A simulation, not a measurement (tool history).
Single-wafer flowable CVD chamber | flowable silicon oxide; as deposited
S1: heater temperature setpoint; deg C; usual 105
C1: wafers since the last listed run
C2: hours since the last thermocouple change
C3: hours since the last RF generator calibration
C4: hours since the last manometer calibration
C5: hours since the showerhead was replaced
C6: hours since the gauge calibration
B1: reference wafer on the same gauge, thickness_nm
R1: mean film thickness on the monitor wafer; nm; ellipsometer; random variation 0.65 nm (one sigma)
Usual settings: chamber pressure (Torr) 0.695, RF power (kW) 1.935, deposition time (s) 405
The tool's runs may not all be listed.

run 1 day=0.000 | S1=105 chamber_pressure_(Torr)=0.695 RF_power_(kW)=1.935 deposition_time_(s)=347 | C1=0 C2=974.1 C3=767.1 C4=1784.5 C5=6518.4 C6=448.8 | B1=187.134 | R1=125.757
run 2 day=0.746 | S1=105 chamber_pressure_(Torr)=0.695 RF_power_(kW)=1.935 deposition_time_(s)=405 | C1=48 C2=992.0 C3=785.0 C4=1802.4 C5=6536.3 C6=466.7 | B1=187.291 | R1=146.767
run 3 day=1.550 | S1=105 chamber_pressure_(Torr)=0.588 RF_power_(kW)=1.935 deposition_time_(s)=405 | C1=52 C2=1011.3 C3=804.3 C4=1821.7 C5=6555.6 C6=486.0 | B1=186.695 | R1=123.509
run 4 day=3.046 | S1=105 chamber_pressure_(Torr)=0.588 RF_power_(kW)=1.935 deposition_time_(s)=405 | C1=96 C2=1047.2 C3=840.2 C4=1857.6 C5=6591.5 C6=521.9 | B1=187.158 | R1=123.456
run 5 day=4.408 | S1=105 chamber_pressure_(Torr)=0.588 RF_power_(kW)=1.935 deposition_time_(s)=405 | C1=88 C2=1079.9 C3=872.9 C4=1890.3 C5=6624.2 C6=554.6 | B1=187.139 | R1=123.531
-- day=6.071 RF generator calibrated
run 6 day=6.092 | S1=105 chamber_pressure_(Torr)=0.695 RF_power_(kW)=1.935 deposition_time_(s)=405 | C1=87 C2=1120.3 C3=0.5 C4=1930.7 C5=6664.6 C6=595.0 | B1=187.008 | R1=145.562
run 7 day=6.621 | S1=105 chamber_pressure_(Torr)=0.695 RF_power_(kW)=1.935 deposition_time_(s)=405 | C1=34 C2=1133.0 C3=13.2 C4=1943.4 C5=6677.3 C6=607.7 | B1=186.936 | R1=146.844
run 8 day=7.746 | S1=105 chamber_pressure_(Torr)=0.695 RF_power_(kW)=1.935 deposition_time_(s)=405 | C1=72 C2=1160.0 C3=40.2 C4=1970.4 C5=6704.3 C6=634.7 | B1=186.902 | R1=145.619
run 9 day=8.888 | S1=112 chamber_pressure_(Torr)=0.600 RF_power_(kW)=1.935 deposition_time_(s)=405 | C1=74 C2=1187.4 C3=67.6 C4=1997.8 C5=6731.7 C6=662.1 | B1=186.822 | R1=97.808
-- day=10.192 thermocouple changed; heater temperature recalibrated
run 10 day=10.212 | S1=105 chamber_pressure_(Torr)=0.764 RF_power_(kW)=1.935 deposition_time_(s)=405 | C1=64 C2=0.5 C3=99.4 C4=2029.6 C5=6763.5 C6=693.9 | B1=186.853 | R1=160.245
run 11 day=11.042 | S1=105 chamber_pressure_(Torr)=0.695 RF_power_(kW)=1.935 deposition_time_(s)=405 | C1=53 C2=20.4 C3=119.3 C4=2049.5 C5=6783.4 C6=713.8 | B1=187.017 | R1=146.025
run 12 day=12.154 | S1=117 chamber_pressure_(Torr)=0.605 RF_power_(kW)=1.710 deposition_time_(s)=405 | C1=72 C2=47.1 C3=146.0 C4=2076.2 C5=6810.1 C6=740.5 | B1=186.797 | R1=77.553
-- day=13.533 gauge calibrated
-- day=13.733 showerhead replaced
run 13 day=13.754 | S1=113 chamber_pressure_(Torr)=0.862 RF_power_(kW)=1.935 deposition_time_(s)=458 | C1=82 C2=85.5 C3=184.4 C4=2114.6 C5=0.5 C6=5.3 | B1=186.770 | R1=152.925
run 14 day=16.725 | S1=105 chamber_pressure_(Torr)=0.695 RF_power_(kW)=1.935 deposition_time_(s)=405 | C1=192 C2=156.8 C3=255.7 C4=2185.9 C5=71.8 C6=76.6 | B1=186.790 | R1=145.083
run 15 day=17.404 | S1=105 chamber_pressure_(Torr)=0.695 RF_power_(kW)=1.935 deposition_time_(s)=351 | C1=44 C2=173.1 C3=272.0 C4=2202.2 C5=88.1 C6=92.9 | B1=186.659 | R1=125.603
run 16 day=18.242 | S1=105 chamber_pressure_(Torr)=0.695 RF_power_(kW)=1.935 deposition_time_(s)=405 | C1=54 C2=193.2 C3=292.1 C4=2222.3 C5=108.2 C6=113.0 | B1=187.064 | R1=145.201
run 17 day=19.117 | S1=105 chamber_pressure_(Torr)=0.695 RF_power_(kW)=2.090 deposition_time_(s)=342 | C1=56 C2=214.2 C3=313.1 C4=2243.3 C5=129.2 C6=134.0 | B1=187.147 | R1=126.157
run 18 day=20.050 | S1=101 chamber_pressure_(Torr)=0.695 RF_power_(kW)=1.935 deposition_time_(s)=379 | C1=60 C2=236.6 C3=335.5 C4=2265.7 C5=151.6 C6=156.4 | B1=187.084 | R1=160.036
-- day=20.562 capacitance manometer re-zeroed and calibrated
run 19 day=20.975 | S1=112 chamber_pressure_(Torr)=0.600 RF_power_(kW)=1.935 deposition_time_(s)=405 | C1=38 C2=258.8 C3=357.7 C4=9.9 C5=173.8 C6=178.6 | B1=186.844 | R1=106.102
run 20 day=22.279 | S1=105 chamber_pressure_(Torr)=0.695 RF_power_(kW)=1.935 deposition_time_(s)=405 | C1=84 C2=290.1 C3=389.0 C4=41.2 C5=205.1 C6=209.9 | B1=187.049 | R1=159.181

The next listed run, before its measurement:
run 21 day=23.483 | S1=105 chamber_pressure_(Torr)=0.695 RF_power_(kW)=2.310 deposition_time_(s)=405 | C1=78 C2=319.0 C3=417.9 C4=70.1 C5=234.0 C6=238.8 | B1=? | R1=?

B1: 187.018
R1: 166.711 nm
Without the tool's hidden state the same run would have given R1 168.407 nm.

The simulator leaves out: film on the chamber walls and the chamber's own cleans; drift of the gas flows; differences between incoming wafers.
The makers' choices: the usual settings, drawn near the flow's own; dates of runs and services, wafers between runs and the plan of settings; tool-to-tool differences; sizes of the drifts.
